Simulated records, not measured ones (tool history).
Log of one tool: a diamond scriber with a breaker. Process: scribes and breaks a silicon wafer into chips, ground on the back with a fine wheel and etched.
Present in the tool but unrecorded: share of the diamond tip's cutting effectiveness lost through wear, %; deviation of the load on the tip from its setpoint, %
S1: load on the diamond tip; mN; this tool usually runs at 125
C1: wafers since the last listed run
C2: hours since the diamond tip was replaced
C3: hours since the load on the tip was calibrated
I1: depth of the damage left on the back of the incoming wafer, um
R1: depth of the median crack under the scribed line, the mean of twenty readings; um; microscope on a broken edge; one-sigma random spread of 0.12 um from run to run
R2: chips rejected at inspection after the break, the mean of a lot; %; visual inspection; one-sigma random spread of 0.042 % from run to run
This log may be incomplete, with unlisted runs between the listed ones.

{"run": 1, "hour": 0.0, "S1": 125, "C1": 0, "C2": 17.2, "C3": 507.1, "I1": 0.46, "R1": 8.99, "R2": 1.29}
{"run": 2, "hour": 43.0, "S1": 125, "C1": 92, "C2": 60.2, "C3": 550.1, "I1": 0.41, "R1": 8.91, "R2": 1.45}
{"run": 3, "hour": 72.5, "S1": 125, "C1": 63, "C2": 89.7, "C3": 579.6, "I1": 0.44, "R1": 9.12, "R2": 1.69}
{"run": 4, "hour": 142.6, "S1": 110, "C1": 150, "C2": 159.8, "C3": 649.7, "I1": 0.77, "R1": 8.59, "R2": 4.43}
{"run": 5, "hour": 272.3, "S1": 148, "C1": 279, "C2": 289.5, "C3": 779.4, "I1": 0.46, "R1": 10.05, "R2": 0.65}
{"hour": 278.8, "done": "diamond tip replaced by a new one"}
{"run": 6, "hour": 313.6, "S1": 148, "C1": 84, "C2": 34.8, "C3": 820.7, "I1": 0.52, "R1": 9.86, "R2": 0.8}
{"run": 7, "hour": 360.8, "S1": 148, "C1": 101, "C2": 82, "C3": 867.9, "I1": 0.31, "R1": 9.97, "R2": 0.7}
{"run": 8, "hour": 424.3, "S1": 137, "C1": 136, "C2": 145.5, "C3": 931.4, "I1": 0.71, "R1": 9.39, "R2": 0.71}
{"hour": 444.3, "done": "load on the tip recalibrated"}
{"hour": 517.8, "done": "diamond tip replaced by a new one"}
{"run": 9, "hour": 536.1, "S1": 125, "C1": 231, "C2": 18.3, "C3": 91.8, "I1": 0.6, "R1": 9.65, "R2": 0.57}
{"run": 10, "hour": 597.5, "S1": 102, "C1": 132, "C2": 79.7, "C3": 153.2, "I1": 0.48, "R1": 8.42, "R2": 3.94}
{"run": 11, "hour": 622.7, "S1": 154, "C1": 54, "C2": 104.9, "C3": 178.4, "I1": 0.72, "R1": 11.02, "R2": 2.98}
{"run": 12, "hour": 659.5, "S1": 163, "C1": 79, "C2": 141.7, "C3": 215.2, "I1": 0.4, "R1": 11.09, "R2": 4.78}
{"hour": 761.8, "done": "diamond tip replaced by a new one"}
{"run": 13, "hour": 866.9, "S1": 125, "C1": 441, "C2": 105.1, "C3": 422.6, "I1": 0.65, "R1": 9.36, "R2": 1.1}
{"run": 14, "hour": 895.6, "S1": 101, "C1": 61, "C2": 133.8, "C3": 451.3, "I1": 0.79, "R1": 8.23, "R2": 6.82}

Here are 5 independent what-if runs from the current tool condition. What would each one return?
{"run": "A", "hour": 896.3, "S1": 157, "C1": 1, "C2": 134.5, "C3": 452, "I1": 0.61, "R1": "?", "R2": "?"}
{"run": "B", "hour": 896.3, "S1": 144, "C1": 1, "C2": 134.5, "C3": 452, "I1": 0.61, "R1": "?", "R2": "?"}
{"run": "C", "hour": 896.3, "S1": 115, "C1": 1, "C2": 134.5, "C3": 452, "I1": 0.61, "R1": "?", "R2": "?"}
{"run": "D", "hour": 896.3, "S1": 114, "C1": 1, "C2": 134.5, "C3": 452, "I1": 0.61, "R1": "?", "R2": "?"}
{"run": "E", "hour": 896.3, "S1": 109, "C1": 1, "C2": 134.5, "C3": 452, "I1": 0.61, "R1": "?", "R2": "?"}

run=A R1=10.67 R2=2.13
run=B R1=10.13 R2=0.78
run=C R1=8.88 R2=2.6
run=D R1=8.83 R2=2.82
run=E R1=8.61 R2=4.09
Without the tool's hidden state the same runs would have given:
run=A R1=11.21 R2=4.44
run=B R1=10.64 R2=2.04
run=C R1=9.33 R2=1.05
run=D R1=9.28 R2=1.16
run=E R1=9.04 R2=1.9
